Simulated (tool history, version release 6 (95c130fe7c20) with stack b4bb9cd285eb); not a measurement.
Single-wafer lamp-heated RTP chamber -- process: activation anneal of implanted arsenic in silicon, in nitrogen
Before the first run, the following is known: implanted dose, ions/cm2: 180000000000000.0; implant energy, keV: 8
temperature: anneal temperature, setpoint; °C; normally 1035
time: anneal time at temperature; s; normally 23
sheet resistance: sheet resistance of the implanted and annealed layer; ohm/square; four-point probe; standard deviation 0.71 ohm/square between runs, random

run	day	temperature	time	wafers since the last listed run	wafers since the last pyrometer calibration	wafers since the reflector plate was cleaned	hours since the gauge calibration	read-back reference wafer on the same gauge, sheet resistance	sheet resistance
1	0	1047	23	0	2870	9339	1489	410.05	461.68
2	3.146	1047	23	1079	3949	10418	1564.5	409.99	462.24
# day 6.275: reflector plate cleaned
3	7.533	1035	23	1390	5340	431	1669.8	409.92	468.39
4	9.508	1035	23	677	6017	1108	1717.2	409.99	466.78
5	11.925	1035	23	829	6846	1937	1775.2	409.87	465.94
# day 15.442: pyrometer window cleaned and pyrometer calibrated
6	15.462	1035	23	1099	6	3036	1860.1	409.88	471.56
7	18.971	1043	16	1203	1210	4240	1944.3	409.97	473.49
8	23.3	1043	16	1485	2695	5725	2048.2	409.77	472.45
9	27.396	1035	12	1405	4100	7130	2146.5	409.87	478.27
10	31.846	1035	12	1526	5626	8657	2253.3	410.14	477.65
11	38.638	1035	16	2329	7956	10987	2416.3	409.94	471
# day 42.696: pyrometer window cleaned and pyrometer calibrated
# day 46.5: gauge calibrated
# day 47.271: reflector plate cleaned
12	50.7	1035	16	3909	2631	1175	100.8	409.95	475.86
13	53.696	1035	16	1027	3659	2203	172.7	409.99	475.44
14	63.629	1015	23	3407	7066	5611	411.1	410.11	474.39
15	65.612	1050	23	680	7747	6291	458.7	410.01	460.59
16	69.588	1035	23	1363	9110	7655	554.1	410.18	466.67
# day 71.617: pyrometer window cleaned and pyrometer calibrated
17	71.638	1035	23	588	7	8244	603.3	409.97	471.2
18	76.829	1035	14	1781	1788	10025	727.9	409.93	477.61
19	79.775	1008	27	1010	2798	11035	798.6	409.97	475.97
20	81.633	1035	23	637	3436	11673	843.2	409.91	467.14
# day 84.238: reflector plate cleaned
21	85.517	1023	31	1217	4654	438	936.4	409.69	469.16
22	89.296	1035	23	1296	5950	1735	1027.1	410.23	469.55
23	92.233	1057	34	1007	6958	2743	1097.6	410.05	448.77
24	93.754	1052	19	521	7480	3264	1134.1	409.81	465.98
25	96.171	1062	12	829	8309	4093	1192.1	410.28	468.13
# day 97.388: pyrometer window cleaned and pyrometer calibrated
26	100.35	1014	32	1319	1016	5413	1292.4	410.09	474.25
27	102.929	1017	18	884	1901	6298	1354.3	410.1	478.93
28	106.871	1035	23	1352	3253	7650	1448.9	410.04	468.02
29	110.033	1063	23	1084	4338	8735	1524.8	409.91	453.51
30	112.046	1049	28	690	5029	9425	1573.1	410.02	456.24
31	116.021	1057	34	1363	6392	10789	1668.5	409.95	446.31
32	118.562	1020	36	871	7264	11661	1729.5	409.97	463.67
33	121.412	1051	23	977	8242	12638	1797.9	409.94	458.16
34	124.875	1035	23	1187	9430	13826	1881	410.01	465.37
# day 125.367: pyrometer window cleaned and pyrometer calibrated
35	126.546	1060	13	458	405	14285	1921.1	409.91	469.34
# day 127.862: reflector plate cleaned
36	128.204	1022	23	454	859	117	1960.9	410.02	476.57

What if the next run were any one of these 3? Each begins from the tool's condition after run 36:
A	128.221	1035	23	5	865	123	1961.3	?	?
B	128.221	1006	23	5	865	123	1961.3	?	?
C	128.221	1035	33	5	865	123	1961.3	?	?

run	read-back reference wafer on the same gauge, sheet resistance	sheet resistance
A	409.98	471.84
B	409.98	482.22
C	409.98	465.07
Take away the tool's hidden state, keep each run's random variation, and the runs would have read:
run	sheet resistance
A	473.85
B	483.77
C	467.37

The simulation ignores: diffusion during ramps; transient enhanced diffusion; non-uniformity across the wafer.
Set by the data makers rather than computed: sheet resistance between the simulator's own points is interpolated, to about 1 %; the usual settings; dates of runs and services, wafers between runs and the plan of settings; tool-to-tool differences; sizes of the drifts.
